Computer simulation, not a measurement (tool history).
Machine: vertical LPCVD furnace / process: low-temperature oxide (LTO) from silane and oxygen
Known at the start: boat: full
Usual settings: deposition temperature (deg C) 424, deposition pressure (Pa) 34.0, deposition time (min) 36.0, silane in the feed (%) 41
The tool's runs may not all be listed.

| run | day | deposition temperature (deg C) | deposition pressure (Pa) | deposition time (min) | silane in the feed (%) | read-back reference wafer on the same gauge, thickness | film thickness on the monitor wafer in the middle of the boat (Å) |
|---|---|---|---|---|---|---|---|
| 1 | 0.000 | 424 | 34.0 | 36.0 | 41 | 470.69 | 4905.4 |
| 2 | 4.079 | 424 | 34.0 | 36.0 | 41 | 470.04 | 4948.7 |
|  | 5.829 | pressure gauge zeroed |
| 3 | 6.800 | 424 | 34.0 | 31.0 | 41 | 469.95 | 4053.2 |
| 4 | 9.192 | 424 | 34.0 | 31.0 | 41 | 470.22 | 4110.8 |
| 5 | 10.958 | 424 | 34.0 | 31.0 | 41 | 469.92 | 4121.0 |
| 6 | 13.029 | 424 | 34.0 | 36.0 | 41 | 469.87 | 4829.5 |
| 7 | 14.725 | 424 | 34.0 | 36.0 | 41 | 470.31 | 4826.3 |
| 8 | 18.429 | 420 | 27.3 | 40.0 | 45 | 469.77 | 4577.9 |
| 9 | 20.046 | 424 | 34.0 | 36.0 | 45 | 470.87 | 5353.2 |
| 10 | 26.442 | 435 | 34.0 | 25.5 | 34 | 470.18 | 3121.8 |
| 11 | 29.896 | 432 | 34.0 | 36.0 | 41 | 470.33 | 5320.1 |
| 12 | 34.133 | 429 | 34.0 | 36.0 | 47 | 470.35 | 5904.3 |
| 13 | 38.021 | 433 | 34.0 | 47.5 | 48 | 470.49 | 8262.0 |
| 14 | 41.683 | 424 | 34.0 | 36.0 | 41 | 469.29 | 4992.0 |
| 15 | 45.829 | 430 | 42.0 | 42.0 | 35 | 469.65 | 6367.1 |
|  | 47.917 | silane flow controller replaced |
| 16 | 47.938 | 424 | 30.0 | 36.0 | 34 | 469.60 | 3567.2 |
|  | 50.721 | gauge calibrated |
| 17 | 51.346 | 424 | 26.0 | 31.0 | 41 | 470.13 | 3381.9 |
|  | 54.100 | thermocouples replaced and temperature profile calibrated |
| 18 | 54.525 | 433 | 34.0 | 29.5 | 49 | 470.25 | 5140.6 |
| 19 | 58.717 | 435 | 34.0 | 25.5 | 34 | 470.40 | 3120.0 |
| 20 | 60.846 | 424 | 34.0 | 36.0 | 41 | 469.76 | 4903.6 |
| 21 | 64.879 | 424 | 34.0 | 36.0 | 48 | 469.94 | 5716.2 |
| 22 | 68.950 | 424 | 32.0 | 30.0 | 48 | 470.13 | 4509.0 |
| 23 | 72.921 | 424 | 34.0 | 27.5 | 48 | 470.16 | 4399.9 |
| 24 | 76.650 | 424 | 38.0 | 36.0 | 41 | 469.84 | 5534.5 |
| 25 | 79.258 | 424 | 34.0 | 36.0 | 41 | 469.88 | 5007.1 |
|  | 89.971 | pressure gauge zeroed |
| 26 | 90.067 | 424 | 34.0 | 36.0 | 41 | 470.55 | 4741.6 |
| 27 | 94.342 | 424 | 42.0 | 36.0 | 41 | 469.84 | 5909.6 |
| 28 | 98.233 | 424 | 36.7 | 36.0 | 47 | 469.51 | 5920.0 |
| 29 | 102.258 | 424 | 26.0 | 36.0 | 41 | 470.34 | 3749.2 |
| 30 | 110.942 | 432 | 34.0 | 45.5 | 41 | 470.21 | 6723.2 |

Results per run with the tool's hidden condition removed, run-to-run variation unchanged:
Hidden state at play: true tube temperature minus thermocouple reading, K; true pressure minus gauge reading, mTorr; deviation of the silane flow from its setpoint, %; gauge reads high (%).
| run | film thickness on the monitor wafer in the middle of the boat (Å) |
|---|---|
| 1 | 4663.1 |
| 2 | 4692.8 |
| 3 | 3991.8 |
| 4 | 4027.9 |
| 5 | 4023.5 |
| 6 | 4696.4 |
| 7 | 4678.8 |
| 8 | 4389.5 |
| 9 | 5146.3 |
| 10 | 2970.5 |
| 11 | 5044.5 |
| 12 | 5575.0 |
| 13 | 7773.0 |
| 14 | 4667.5 |
| 15 | 5968.9 |
| 16 | 3291.5 |
| 17 | 3094.2 |
| 18 | 4920.9 |
| 19 | 2976.1 |
| 20 | 4669.9 |
| 21 | 5428.8 |
| 22 | 4257.8 |
| 23 | 4155.5 |
| 24 | 5236.9 |
| 25 | 4706.2 |
| 26 | 4670.8 |
| 27 | 5771.3 |
| 28 | 5745.0 |
| 29 | 3592.3 |
| 30 | 6390.0 |

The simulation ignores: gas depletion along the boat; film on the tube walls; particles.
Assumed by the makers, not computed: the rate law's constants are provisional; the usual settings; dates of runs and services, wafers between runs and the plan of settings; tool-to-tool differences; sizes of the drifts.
